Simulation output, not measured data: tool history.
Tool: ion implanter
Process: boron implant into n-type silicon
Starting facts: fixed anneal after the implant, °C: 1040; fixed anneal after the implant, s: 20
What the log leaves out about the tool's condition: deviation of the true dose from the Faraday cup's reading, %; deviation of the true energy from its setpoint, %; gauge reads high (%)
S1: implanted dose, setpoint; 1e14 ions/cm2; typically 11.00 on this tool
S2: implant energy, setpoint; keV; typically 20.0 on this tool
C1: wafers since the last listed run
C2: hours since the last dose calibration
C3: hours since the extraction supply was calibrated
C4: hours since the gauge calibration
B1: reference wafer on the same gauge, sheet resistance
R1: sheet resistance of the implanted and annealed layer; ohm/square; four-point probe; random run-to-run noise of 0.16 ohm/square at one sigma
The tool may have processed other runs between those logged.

run   hour     S1    S2   C1     C2      C3     C4     B1      R1
  1    0.0  11.00  20.0    0  731.7  6253.5   16.2  97.99  102.95
  2   32.1  11.00  20.0  353  763.8  6285.6   48.3  98.02  102.59
  3   57.2  11.00  20.0  276  788.9  6310.7   73.4  97.98  103.11
  4   81.9  11.00  24.0  271  813.6  6335.4   98.1  97.94  101.35
  5   98.0   8.52  24.0  177  829.7  6351.5  114.2  98.03  126.17
  6  125.7  12.49  20.0  304  857.4  6379.2  141.9  97.94   92.44
  7  142.0   9.44  20.0  179  873.7  6395.5  158.2  97.99  117.55
     157.0  -- Faraday cup replaced and dose calibrated
  8  159.7  13.57  24.5  106    2.7  6413.2  175.9  98.08   86.33
     169.2  -- gauge calibrated
  9  192.7  13.44  24.5  363   35.7  6446.2   23.5  98.07   86.78
 10  210.5   8.91  18.0  195   53.5  6464.0   41.3  97.98  126.02
     233.4  -- extraction supply calibrated
 11  233.9  11.00  20.0  169   76.9     0.5   64.7  98.01  104.20
 12  251.2  11.00  20.0  190   94.2    17.8   82.0  98.02  104.32
 13  265.0   9.82  20.0  151  108.0    31.6   95.8  98.05  114.92
 14  280.8  11.00  27.0  173  123.8    47.4  111.6  98.06  101.59
 15  306.4  14.16  14.0  281  149.4    73.0  137.2  97.99   89.30

3 ways to go on from here, each from the tool as it stands after run 15. What would each give?
  A  306.8  11.00  16.5   4  149.8  73.4  137.6   ?   ?
  B  306.8  12.67  13.0   4  149.8  73.4  137.6   ?   ?
  C  306.8  13.61  14.0   4  149.8  73.4  137.6   ?   ?

run     B1      R1
  A  97.98  105.56
  B  97.98   97.68
  C  97.98   91.65
Had the tool no hidden state, the same runs would have come out as:
run      R1
  A  106.25
  B   98.23
  C   92.16

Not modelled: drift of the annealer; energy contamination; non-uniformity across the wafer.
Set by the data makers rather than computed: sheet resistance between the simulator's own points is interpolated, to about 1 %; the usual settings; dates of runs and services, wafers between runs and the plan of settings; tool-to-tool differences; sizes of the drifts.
